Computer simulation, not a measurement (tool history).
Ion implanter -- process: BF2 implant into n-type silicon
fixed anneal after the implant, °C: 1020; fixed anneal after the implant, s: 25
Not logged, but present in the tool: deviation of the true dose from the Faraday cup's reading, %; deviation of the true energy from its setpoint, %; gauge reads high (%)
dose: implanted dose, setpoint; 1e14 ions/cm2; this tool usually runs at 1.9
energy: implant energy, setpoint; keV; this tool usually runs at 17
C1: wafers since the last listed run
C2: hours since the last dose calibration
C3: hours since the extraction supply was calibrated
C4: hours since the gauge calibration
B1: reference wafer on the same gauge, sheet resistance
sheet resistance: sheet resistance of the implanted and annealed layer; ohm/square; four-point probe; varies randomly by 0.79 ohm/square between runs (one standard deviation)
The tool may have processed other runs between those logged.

Run 1, day 0: usual settings but energy 20 keV; C1 0; C2 539.2; C3 2798.7; C4 609.3; B1 445.88. Result: sheet resistance 526.67 ohm/square.
Run 2, day 1.921: usual settings; C1 729; C2 585.3; C3 2844.8; C4 655.4; B1 445.94. Result: sheet resistance 536.02 ohm/square.
Run 3, day 4.992: usual settings; C1 1166; C2 659; C3 2918.5; C4 729.1; B1 446.09. Result: sheet resistance 536.36 ohm/square.
Run 4, day 9.312: usual settings; C1 1641; C2 762.7; C3 3022.2; C4 832.8; B1 446.13. Result: sheet resistance 535.93 ohm/square.
Run 5, day 12.254: usual settings but dose 1.75 1e14 ions/cm2; C1 1117; C2 833.3; C3 3092.8; C4 903.4; B1 445.89. Result: sheet resistance 575.84 ohm/square.
Run 6, day 15.438: usual settings but dose 1.46 1e14 ions/cm2, energy 20.5 keV; C1 1209; C2 909.7; C3 3169.2; C4 979.8; B1 445.93. Result: sheet resistance 660.01 ohm/square.
Run 7, day 17.362: usual settings but dose 1.46 1e14 ions/cm2, energy 20.5 keV; C1 731; C2 955.9; C3 3215.4; C4 1026; B1 446.07. Result: sheet resistance 658.46 ohm/square.
Run 8, day 19.333: usual settings; C1 748; C2 1003.2; C3 3262.7; C4 1073.3; B1 446.05. Result: sheet resistance 536.96 ohm/square.
Run 9, day 22.892: usual settings; C1 1351; C2 1088.6; C3 3348.1; C4 1158.7; B1 446.19. Result: sheet resistance 537.09 ohm/square.
Run 10, day 26.442: usual settings but dose 2.29 1e14 ions/cm2; C1 1348; C2 1173.8; C3 3433.3; C4 1243.9; B1 446.19. Result: sheet resistance 458.21 ohm/square.
Run 11, day 30.171: usual settings but dose 2.29 1e14 ions/cm2; C1 1416; C2 1263.3; C3 3522.8; C4 1333.4; B1 446.01. Result: sheet resistance 457.45 ohm/square.
At day 38.05: Faraday cup replaced and dose calibrated.
Run 12, day 41.192: usual settings but dose 2.29 1e14 ions/cm2; C1 4059; C2 75.4; C3 3787.3; C4 1597.9; B1 445.9. Result: sheet resistance 448.47 ohm/square.
Run 13, day 44.1: usual settings; C1 1104; C2 145.2; C3 3857.1; C4 1667.7; B1 446.1. Result: sheet resistance 530.67 ohm/square.
Run 14, day 45.879: usual settings but energy 19.5 keV; C1 675; C2 187.9; C3 3899.8; C4 1710.4; B1 446.04. Result: sheet resistance 524.01 ohm/square.
Run 15, day 49.692: usual settings but energy 19.5 keV; C1 1448; C2 279.4; C3 3991.3; C4 1801.9; B1 445.99. Result: sheet resistance 524.56 ohm/square.
Run 16, day 53.983: usual settings but energy 19.5 keV; C1 1630; C2 382.4; C3 4094.3; C4 1904.9; B1 446.12. Result: sheet resistance 525.74 ohm/square.
Run 17, day 60.542: usual settings but dose 1.74 1e14 ions/cm2, energy 12.5 keV; C1 2490; C2 539.8; C3 4251.7; C4 2062.3; B1 446.01. Result: sheet resistance 595.79 ohm/square.
At day 62.083: extraction supply calibrated.
Run 18, day 64.329: usual settings but dose 1.68 1e14 ions/cm2, energy 12 keV; C1 1311; C2 630.7; C3 53.9; C4 2153.2; B1 446.15. Result: sheet resistance 617.07 ohm/square.
Run 19, day 66.079: usual settings but dose 1.43 1e14 ions/cm2, energy 21 keV; C1 664; C2 672.7; C3 95.9; C4 2195.2; B1 445.93. Result: sheet resistance 666.29 ohm/square.
Run 20, day 70.104: usual settings; C1 1528; C2 769.3; C3 192.5; C4 2291.8; B1 446.08. Result: sheet resistance 534.85 ohm/square.
Run 21, day 73.329: usual settings but dose 1.65 1e14 ions/cm2, energy 22 keV; C1 1224; C2 846.7; C3 269.9; C4 2369.2; B1 446.08. Result: sheet resistance 587.97 ohm/square.
Run 22, day 76.867: usual settings; C1 1343; C2 931.6; C3 354.8; C4 2454.1; B1 445.92. Result: sheet resistance 536.39 ohm/square.
Run 23, day 80.346: usual settings; C1 1321; C2 1015.1; C3 438.3; C4 2537.6; B1 445.88. Result: sheet resistance 534.6 ohm/square.
Run 24, day 83.875: usual settings but dose 1.74 1e14 ions/cm2; C1 1340; C2 1099.8; C3 523; C4 2622.3; B1 446.12. Result: sheet resistance 578.6 ohm/square.
Run 25, day 87.746: usual settings but dose 1.48 1e14 ions/cm2, energy 13 keV; C1 1470; C2 1192.7; C3 615.9; C4 2715.2; B1 445.99. Result: sheet resistance 687.29 ohm/square.
At day 90.358: gauge calibrated.
Run 26, day 90.488: usual settings but dose 2.37 1e14 ions/cm2, energy 20.5 keV; C1 1041; C2 1258.5; C3 681.7; C4 3.1; B1 446.09. Result: sheet resistance 436.23 ohm/square.
Run 27, day 94.025: usual settings but energy 21 keV; C1 1343; C2 1343.4; C3 766.6; C4 88; B1 446.01. Result: sheet resistance 524.31 ohm/square.
At day 96.929: Faraday cup replaced and dose calibrated.
Run 28, day 98.188: usual settings but dose 2.37 1e14 ions/cm2, energy 20.5 keV; C1 1454; C2 30.2; C3 866.5; C4 187.9; B1 445.89. Result: sheet resistance 430.02 ohm/square.
Run 29, day 102.612: usual settings but energy 11.5 keV; C1 1680; C2 136.4; C3 972.7; C4 294.1; B1 446.04. Result: sheet resistance 552.7 ohm/square.
Run 30, day 104.75: usual settings but energy 19.5 keV; C1 811; C2 187.7; C3 1024; C4 345.4; B1 446.16. Result: sheet resistance 524.67 ohm/square.

Predict the results of run 31:
Run 31, day 110.95: usual settings but dose 1.71 1e14 ions/cm2, energy 20.5 keV; C1 2354; C2 336.5; C3 1172.8; C4 494.2; B1 ?. Result: sheet resistance ?.

Run 31 measured B1 445.74, sheet resistance 572.96 ohm/square.
With the hidden condition absent and the run-to-run variation left alone, this run would have shown sheet resistance 567.27 ohm/square.
